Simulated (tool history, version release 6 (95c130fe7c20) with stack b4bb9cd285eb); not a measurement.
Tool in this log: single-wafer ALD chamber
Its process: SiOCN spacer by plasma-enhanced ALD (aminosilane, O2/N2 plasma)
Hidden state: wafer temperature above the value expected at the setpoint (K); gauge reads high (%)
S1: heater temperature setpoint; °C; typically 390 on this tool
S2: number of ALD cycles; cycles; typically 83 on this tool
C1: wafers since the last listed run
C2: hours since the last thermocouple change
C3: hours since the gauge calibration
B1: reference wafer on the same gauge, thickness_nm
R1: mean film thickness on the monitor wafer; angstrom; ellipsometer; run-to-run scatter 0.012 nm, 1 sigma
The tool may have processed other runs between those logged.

{"run": 1, "hour": 0.0, "S1": 390, "S2": 83, "C1": 0, "C2": 2949.7, "C3": 339.9, "B1": 5.622, "R1": 47.88}
{"hour": 2.4, "done": "gauge calibrated"}
{"run": 2, "hour": 29.3, "S1": 386, "S2": 96, "C1": 113, "C2": 2979, "C3": 26.9, "B1": 5.62, "R1": 55.41}
{"run": 3, "hour": 61.4, "S1": 399, "S2": 78, "C1": 124, "C2": 3011.1, "C3": 59, "B1": 5.62, "R1": 45.01}
{"run": 4, "hour": 92.6, "S1": 399, "S2": 78, "C1": 121, "C2": 3042.3, "C3": 90.2, "B1": 5.618, "R1": 45.04}
{"run": 5, "hour": 139.7, "S1": 400, "S2": 96, "C1": 183, "C2": 3089.4, "C3": 137.3, "B1": 5.618, "R1": 55.28}
{"run": 6, "hour": 165.6, "S1": 400, "S2": 96, "C1": 100, "C2": 3115.3, "C3": 163.2, "B1": 5.622, "R1": 55.25}
{"hour": 183.0, "done": "thermocouple changed; heater temperature recalibrated"}
{"run": 7, "hour": 183.5, "S1": 400, "S2": 96, "C1": 38, "C2": 0.5, "C3": 181.1, "B1": 5.622, "R1": 55.44}
{"run": 8, "hour": 206.5, "S1": 381, "S2": 77, "C1": 89, "C2": 23.5, "C3": 204.1, "B1": 5.624, "R1": 44.44}
{"run": 9, "hour": 231.7, "S1": 390, "S2": 70, "C1": 98, "C2": 48.7, "C3": 229.3, "B1": 5.618, "R1": 40.38}
{"run": 10, "hour": 311.0, "S1": 399, "S2": 78, "C1": 308, "C2": 128, "C3": 308.6, "B1": 5.623, "R1": 45.18}
{"hour": 311.3, "done": "gauge calibrated"}
{"run": 11, "hour": 341.6, "S1": 390, "S2": 83, "C1": 119, "C2": 158.6, "C3": 30.3, "B1": 5.619, "R1": 47.73}
{"run": 12, "hour": 361.3, "S1": 377, "S2": 83, "C1": 76, "C2": 178.3, "C3": 50, "B1": 5.621, "R1": 47.84}
{"run": 13, "hour": 392.1, "S1": 403, "S2": 72, "C1": 119, "C2": 209.1, "C3": 80.8, "B1": 5.622, "R1": 41.11}
{"run": 14, "hour": 421.7, "S1": 381, "S2": 71, "C1": 115, "C2": 238.7, "C3": 110.4, "B1": 5.621, "R1": 40.92}
{"run": 15, "hour": 439.0, "S1": 375, "S2": 96, "C1": 67, "C2": 256, "C3": 127.7, "B1": 5.616, "R1": 55.17}

The tool's hidden state at each run:
wafer temperature above the value expected at the setpoint (K): 0 on each run
gauge reads high (%): 0 on each run

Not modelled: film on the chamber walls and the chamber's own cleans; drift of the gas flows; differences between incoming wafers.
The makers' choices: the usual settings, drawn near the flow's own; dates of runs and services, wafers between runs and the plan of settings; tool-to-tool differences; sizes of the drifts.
